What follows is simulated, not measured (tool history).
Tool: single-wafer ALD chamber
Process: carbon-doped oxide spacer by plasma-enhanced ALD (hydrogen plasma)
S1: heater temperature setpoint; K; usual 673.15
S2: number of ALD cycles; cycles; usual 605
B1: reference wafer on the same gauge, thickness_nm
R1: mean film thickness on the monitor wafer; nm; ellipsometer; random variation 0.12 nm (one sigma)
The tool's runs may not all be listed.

{"run": 1, "day": 0.0, "S1": 673.15, "S2": 605, "B1": 33.342, "R1": 31.334}
{"run": 2, "day": 1.779, "S1": 673.15, "S2": 605, "B1": 33.301, "R1": 31.191}
{"run": 3, "day": 3.746, "S1": 673.15, "S2": 605, "B1": 33.232, "R1": 31.092}
{"run": 4, "day": 5.983, "S1": 669.15, "S2": 686, "B1": 33.164, "R1": 35.424}
{"run": 5, "day": 8.712, "S1": 673.15, "S2": 605, "B1": 33.128, "R1": 31.117}
{"run": 6, "day": 10.117, "S1": 673.15, "S2": 605, "B1": 33.146, "R1": 31.19}
{"run": 7, "day": 12.662, "S1": 673.15, "S2": 605, "B1": 32.987, "R1": 31.082}
{"run": 8, "day": 13.721, "S1": 673.15, "S2": 605, "B1": 33.001, "R1": 31.088}
{"run": 9, "day": 16.479, "S1": 669.15, "S2": 605, "B1": 32.957, "R1": 30.949}
{"run": 10, "day": 18.533, "S1": 669.15, "S2": 605, "B1": 32.823, "R1": 31.013}
{"run": 11, "day": 19.904, "S1": 673.15, "S2": 605, "B1": 32.859, "R1": 30.891}
{"run": 12, "day": 21.75, "S1": 682.15, "S2": 503, "B1": 32.718, "R1": 24.917}
{"run": 13, "day": 24.196, "S1": 666.15, "S2": 524, "B1": 32.697, "R1": 26.644}
{"run": 14, "day": 26.233, "S1": 660.15, "S2": 514, "B1": 32.633, "R1": 25.861}

Forecast run 15:
{"day": 26.754, "done": "thermocouple changed; heater temperature recalibrated"}
{"day": 31.704, "done": "gauge calibrated"}
{"run": 15, "day": 33.912, "S1": 662.15, "S2": 605, "B1": "?", "R1": "?"}

Run 15 gave B1 33.497, R1 31.343 nm.
Without the tool's hidden state the same run would have given R1 31.284 nm.

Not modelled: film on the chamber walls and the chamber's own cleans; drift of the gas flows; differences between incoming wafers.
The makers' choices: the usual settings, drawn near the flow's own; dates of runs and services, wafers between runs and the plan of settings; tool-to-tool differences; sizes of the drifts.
